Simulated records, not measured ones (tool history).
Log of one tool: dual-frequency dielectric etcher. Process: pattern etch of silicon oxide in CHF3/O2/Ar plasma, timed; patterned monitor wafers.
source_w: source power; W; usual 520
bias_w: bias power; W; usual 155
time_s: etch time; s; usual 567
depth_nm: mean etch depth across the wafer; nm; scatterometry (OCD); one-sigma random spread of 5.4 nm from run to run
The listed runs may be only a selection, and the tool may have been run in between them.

run    hour  source_w  bias_w  time_s  wafers since the last listed run  hours since the last wet clean  hours since the last source power generator calibration  hours since the last bias power generator calibration  hours since the last upper electrode change  hours since the gauge calibration  read-back reference wafer on the same gauge, depth_nm  depth_nm
  1       0       570     155     567                                 0                           484.4                                                     2276                                                 1098.5                                         2149                             1928.9                                                  989.5    1096.2
       84.1  -- wet clean of the chamber
  2    93.1       480     155     567                               180                               9                                                   2369.1                                                 1191.6                                       2242.1                               2022                                                    989     973.9
  3   194.7       490     155     567                               264                           110.6                                                   2470.7                                                 1293.2                                       2343.7                             2123.6                                                  989.9     994.4
  4   300.8       490     155     567                               276                           216.7                                                   2576.8                                                 1399.3                                       2449.8                             2229.7                                                  990.5     991.4
  5   359.8       520     155     567                               153                           275.7                                                   2635.8                                                 1458.3                                       2508.8                             2288.7                                                  989.6    1027.1
  6   426.6       520     175   493.5                               174                           342.5                                                   2702.6                                                 1525.1                                       2575.6                             2355.5                                                  991.1     933.2
  7   477.8       520     175   493.5                               133                           393.7                                                   2753.8                                                 1576.3                                       2626.8                             2406.7                                                  989.6     943.7
  8   535.6       520     155     567                               150                           451.5                                                   2811.6                                                 1634.1                                       2684.6                             2464.5                                                  988.9    1045.2
  9   621.6       520     155     567                               224                           537.5                                                   2897.6                                                 1720.1                                       2770.6                             2550.5                                                  990.4    1052.1
      714.2  -- wet clean of the chamber
 10   714.7       520     155     567                               180                             0.5                                                   2990.7                                                 1813.2                                       2863.7                             2643.6                                                  989.2    1020.2
      825.8  -- gauge calibrated
 11   885.5       520     155     567                               445                           171.3                                                   3161.5                                                   1984                                       3034.5                               59.7                                                  989.3    1013.9
 12  1022.4       520     155     567                               356                           308.2                                                   3298.4                                                 2120.9                                       3171.4                              196.6                                                  989.8    1045.9
 13  1092.8       640     155   412.5                               183                           378.6                                                   3368.8                                                 2191.3                                       3241.8                                267                                                  989.8     832.6
 14  1170.5       520     155     567                               202                           456.3                                                   3446.5                                                   2269                                       3319.5                              344.7                                                  989.7    1053.2
     1225.7  -- wet clean of the chamber
 15  1226.2       390     125     471                                82                             0.5                                                   3502.2                                                 2324.7                                       3375.2                              400.4                                                  990.1     691.9
 16  1250.1       520     155     567                                62                            24.4                                                   3526.1                                                 2348.6                                       3399.1                              424.3                                                  991.1    1017.6

Expected results for the next run?
 17  1291.6       610     155     709                               108                            65.9                                                   3567.6                                                 2390.1                                       3440.6                              465.8                                                      ?         ?

read-back reference wafer on the same gauge, depth_nm: 988.8
depth_nm: 1356.5 nm
Had the tool carried no hidden state, the very same run would have given depth_nm 1345.5 nm.

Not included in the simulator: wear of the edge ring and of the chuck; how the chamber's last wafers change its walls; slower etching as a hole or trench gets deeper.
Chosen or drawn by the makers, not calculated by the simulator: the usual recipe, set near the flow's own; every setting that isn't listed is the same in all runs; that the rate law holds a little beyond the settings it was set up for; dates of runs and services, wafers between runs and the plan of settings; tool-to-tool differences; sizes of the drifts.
